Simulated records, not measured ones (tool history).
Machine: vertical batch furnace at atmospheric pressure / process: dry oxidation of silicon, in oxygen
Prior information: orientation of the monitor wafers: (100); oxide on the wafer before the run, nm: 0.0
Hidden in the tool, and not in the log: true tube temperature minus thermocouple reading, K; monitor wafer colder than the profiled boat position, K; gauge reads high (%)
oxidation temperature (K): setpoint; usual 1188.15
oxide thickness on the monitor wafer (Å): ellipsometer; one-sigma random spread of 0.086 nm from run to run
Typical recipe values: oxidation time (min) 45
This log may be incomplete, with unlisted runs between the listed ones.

| run | hour | oxidation temperature (K) | oxidation time (min) | wafers since the last listed run | hours since the last temperature calibration | hours since the boat lift was adjusted | hours since the gauge calibration | read-back reference wafer on the same gauge, thickness | oxide thickness on the monitor wafer (Å) |
|---|---|---|---|---|---|---|---|---|---|
| 1 | 0 | 1207.15 | 45 | 0 | 2597.4 | 3350.9 | 1078.2 | 17.37 | 191.9 |
| 2 | 46.2 | 1207.15 | 45 | 664 | 2643.6 | 3397.1 | 1124.4 | 17.42 | 192.1 |
| 3 | 108.4 | 1188.15 | 59.5 | 895 | 2705.8 | 3459.3 | 1186.6 | 17.39 | 191.9 |
| 4 | 146.4 | 1180.15 | 55 | 546 | 2743.8 | 3497.3 | 1224.6 | 17.43 | 168.2 |
| 5 | 227.7 | 1180.15 | 55 | 1169 | 2825.1 | 3578.6 | 1305.9 | 17.4 | 168.9 |
| 6 | 294 | 1180.15 | 55 | 954 | 2891.4 | 3644.9 | 1372.2 | 17.38 | 166.5 |
| 7 | 356.4 | 1188.15 | 45 | 897 | 2953.8 | 3707.3 | 1434.6 | 17.46 | 159.6 |
| 8 | 428.5 | 1188.15 | 45 | 1037 | 3025.9 | 3779.4 | 1506.7 | 17.39 | 158.4 |
| 9 | 507.6 | 1188.15 | 45 | 1138 | 3105 | 3858.5 | 1585.8 | 17.42 | 160.4 |
| 10 | 560.5 | 1188.15 | 45 | 761 | 3157.9 | 3911.4 | 1638.7 | 17.41 | 159.4 |
|  | 595.9 | thermocouples replaced and temperature profile calibrated |
|  | 607.1 | boat lift adjusted |
| 11 | 624.1 | 1188.15 | 45 | 408 | 28.2 | 17 | 1702.3 | 17.43 | 152.9 |
| 12 | 710.5 | 1188.15 | 45 | 1243 | 114.6 | 103.4 | 1788.7 | 17.4 | 153.1 |
| 13 | 780.4 | 1188.15 | 45 | 1005 | 184.5 | 173.3 | 1858.6 | 17.38 | 152 |
| 14 | 869.6 | 1188.15 | 45 | 1283 | 273.7 | 262.5 | 1947.8 | 17.4 | 154.7 |
| 15 | 934.8 | 1188.15 | 45 | 938 | 338.9 | 327.7 | 2013 | 17.39 | 153.7 |
| 16 | 1029.7 | 1188.15 | 45 | 1365 | 433.8 | 422.6 | 2107.9 | 17.4 | 154.9 |
| 17 | 1122.6 | 1177.15 | 58 | 1336 | 526.7 | 515.5 | 2200.8 | 17.39 | 165.6 |
| 18 | 1223.8 | 1212.15 | 29 | 1456 | 627.9 | 616.7 | 2302 | 17.38 | 148.2 |
| 19 | 1295.7 | 1212.15 | 26.5 | 1034 | 699.8 | 688.6 | 2373.9 | 17.39 | 138.5 |
| 20 | 1372.6 | 1207.15 | 45 | 1106 | 776.7 | 765.5 | 2450.8 | 17.38 | 186.5 |
| 21 | 1476.9 | 1167.15 | 33.5 | 1500 | 881 | 869.8 | 2555.1 | 17.35 | 103.4 |
| 22 | 1574.1 | 1188.15 | 39 | 1398 | 978.2 | 967 | 2652.3 | 17.42 | 141.8 |
| 23 | 1613.3 | 1177.15 | 58 | 564 | 1017.4 | 1006.2 | 2691.5 | 17.38 | 167.6 |
| 24 | 1654.6 | 1199.15 | 67.5 | 594 | 1058.7 | 1047.5 | 2732.8 | 17.4 | 225.6 |
| 25 | 1715 | 1188.15 | 34.5 | 869 | 1119.1 | 1107.9 | 2793.2 | 17.41 | 131.8 |
| 26 | 1792.3 | 1205.15 | 26 | 1112 | 1196.4 | 1185.2 | 2870.5 | 17.37 | 128.6 |
| 27 | 1874.7 | 1188.15 | 45 | 1185 | 1278.8 | 1267.6 | 2952.9 | 17.4 | 157.4 |
| 28 | 1922.8 | 1197.15 | 26.5 | 692 | 1326.9 | 1315.7 | 3001 | 17.35 | 121 |
|  | 1951.3 | gauge calibrated |
| 29 | 2029.1 | 1165.15 | 39 | 1529 | 1433.2 | 1422 | 77.8 | 17.4 | 114.8 |
| 30 | 2211.7 | 1197.15 | 30.5 | 2627 | 1615.8 | 1604.6 | 260.4 | 17.43 | 132.9 |
| 31 | 2281.8 | 1206.15 | 26 | 1008 | 1685.9 | 1674.7 | 330.5 | 17.38 | 131.2 |
| 32 | 2356.3 | 1204.15 | 62 | 1072 | 1760.4 | 1749.2 | 405 | 17.4 | 229.1 |
| 33 | 2416.5 | 1195.15 | 25 | 866 | 1820.6 | 1809.4 | 465.2 | 17.41 | 114.9 |
| 34 | 2470.7 | 1188.15 | 45 | 779 | 1874.8 | 1863.6 | 519.4 | 17.45 | 158.5 |
| 35 | 2530.7 | 1204.15 | 38 | 863 | 1934.8 | 1923.6 | 579.4 | 17.37 | 166.9 |
| 36 | 2619.9 | 1172.15 | 45 | 1283 | 2024 | 2012.8 | 668.6 | 17.41 | 136.1 |
| 37 | 2796.2 | 1188.15 | 45 | 2536 | 2200.3 | 2189.1 | 844.9 | 17.44 | 160.4 |
| 38 | 2861.7 | 1188.15 | 45 | 942 | 2265.8 | 2254.6 | 910.4 | 17.39 | 159.1 |

Each row is a separate what-if for the run after 38, all from the same tool condition, not one after another. Results?
| A | 2866.5 | 1188.15 | 45 | 69 | 2270.6 | 2259.4 | 915.2 | ? | ? |
| B | 2866.5 | 1202.15 | 45 | 69 | 2270.6 | 2259.4 | 915.2 | ? | ? |
| C | 2866.5 | 1168.15 | 64 | 69 | 2270.6 | 2259.4 | 915.2 | ? | ? |
| D | 2866.5 | 1182.15 | 33 | 69 | 2270.6 | 2259.4 | 915.2 | ? | ? |
| E | 2866.5 | 1170.15 | 54.5 | 69 | 2270.6 | 2259.4 | 915.2 | ? | ? |

| run | read-back reference wafer on the same gauge, thickness | oxide thickness on the monitor wafer (Å) |
|---|---|---|
| A | 17.4 | 160.5 |
| B | 17.4 | 183.5 |
| C | 17.4 | 165.9 |
| D | 17.4 | 123 |
| E | 17.4 | 152.2 |
With no hidden state in the tool, these same runs would have given:
| run | oxide thickness on the monitor wafer (Å) |
|---|---|
| A | 152.9 |
| B | 174.7 |
| C | 157.6 |
| D | 116.8 |
| E | 144.6 |
